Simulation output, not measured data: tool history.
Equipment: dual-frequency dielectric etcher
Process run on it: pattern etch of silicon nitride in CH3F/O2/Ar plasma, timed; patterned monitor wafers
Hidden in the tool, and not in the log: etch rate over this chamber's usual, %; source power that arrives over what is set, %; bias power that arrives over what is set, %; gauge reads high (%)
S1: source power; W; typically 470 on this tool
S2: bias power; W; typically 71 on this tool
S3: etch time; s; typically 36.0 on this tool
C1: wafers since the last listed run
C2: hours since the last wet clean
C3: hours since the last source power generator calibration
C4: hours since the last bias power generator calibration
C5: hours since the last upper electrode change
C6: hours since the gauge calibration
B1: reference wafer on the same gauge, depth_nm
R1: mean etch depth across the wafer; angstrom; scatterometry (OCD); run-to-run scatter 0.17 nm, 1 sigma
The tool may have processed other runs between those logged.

run 1 day=0.000 | S1=550 S2=71 S3=36.0 | C1=0 C2=207.5 C3=3313.3 C4=1284.9 C5=4561.6 C6=752.6 | B1=30.24 | R1=268.5
run 2 day=1.604 | S1=470 S2=71 S3=36.0 | C1=543 C2=246.0 C3=3351.8 C4=1323.4 C5=4600.1 C6=791.1 | B1=30.27 | R1=259.5
run 3 day=4.033 | S1=470 S2=71 S3=36.0 | C1=822 C2=304.3 C3=3410.1 C4=1381.7 C5=4658.4 C6=849.4 | B1=30.33 | R1=259.1
run 4 day=6.021 | S1=470 S2=71 S3=36.0 | C1=673 C2=352.0 C3=3457.8 C4=1429.4 C5=4706.1 C6=897.1 | B1=30.34 | R1=259.4
run 5 day=8.058 | S1=470 S2=80 S3=36.0 | C1=689 C2=400.9 C3=3506.7 C4=1478.3 C5=4755.0 C6=946.0 | B1=30.23 | R1=271.6
run 6 day=11.046 | S1=470 S2=80 S3=36.0 | C1=1011 C2=472.6 C3=3578.4 C4=1550.0 C5=4826.7 C6=1017.7 | B1=30.37 | R1=274.5
-- day=13.933 bias power generator calibrated
run 7 day=14.475 | S1=470 S2=80 S3=36.0 | C1=1104 C2=554.9 C3=3660.7 C4=13.0 C5=4909.0 C6=1100.0 | B1=30.27 | R1=278.7
-- day=17.604 source power generator calibrated
run 8 day=17.658 | S1=470 S2=64 S3=44.5 | C1=1021 C2=631.3 C3=1.3 C4=89.4 C5=4985.4 C6=1176.4 | B1=30.33 | R1=312.5
-- day=19.938 upper electrode replaced
-- day=20.479 wet clean of the chamber
-- day=21.917 gauge calibrated
run 9 day=21.962 | S1=470 S2=71 S3=36.0 | C1=934 C2=35.6 C3=104.6 C4=192.7 C5=48.6 C6=1.1 | B1=30.30 | R1=256.1
run 10 day=29.738 | S1=550 S2=54 S3=27.0 | C1=2632 C2=222.2 C3=291.2 C4=379.3 C5=235.2 C6=187.7 | B1=30.31 | R1=179.8
run 11 day=33.867 | S1=590 S2=71 S3=41.5 | C1=1398 C2=321.3 C3=390.3 C4=478.4 C5=334.3 C6=286.8 | B1=30.26 | R1=319.5
run 12 day=37.733 | S1=470 S2=71 S3=41.0 | C1=1309 C2=414.1 C3=483.1 C4=571.2 C5=427.1 C6=379.6 | B1=30.33 | R1=297.7
run 13 day=40.633 | S1=590 S2=71 S3=41.5 | C1=982 C2=483.7 C3=552.7 C4=640.8 C5=496.7 C6=449.2 | B1=30.33 | R1=319.2
run 14 day=43.079 | S1=470 S2=71 S3=36.0 | C1=828 C2=542.4 C3=611.4 C4=699.5 C5=555.4 C6=507.9 | B1=30.28 | R1=264.1
-- day=45.567 wet clean of the chamber
run 15 day=45.588 | S1=470 S2=71 S3=42.5 | C1=510 C2=0.5 C3=671.6 C4=759.7 C5=615.6 C6=568.1 | B1=30.33 | R1=304.0

Each run again, without the hidden state but with its own random variation kept:
run=1 R1=267.3
run=2 R1=257.8
run=3 R1=256.6
run=4 R1=256.2
run=5 R1=267.6
run=6 R1=269.4
run=7 R1=272.4
run=8 R1=304.3
run=9 R1=256.8
run=10 R1=178.5
run=11 R1=315.5
run=12 R1=292.6
run=13 R1=312.5
run=14 R1=257.7
run=15 R1=302.9
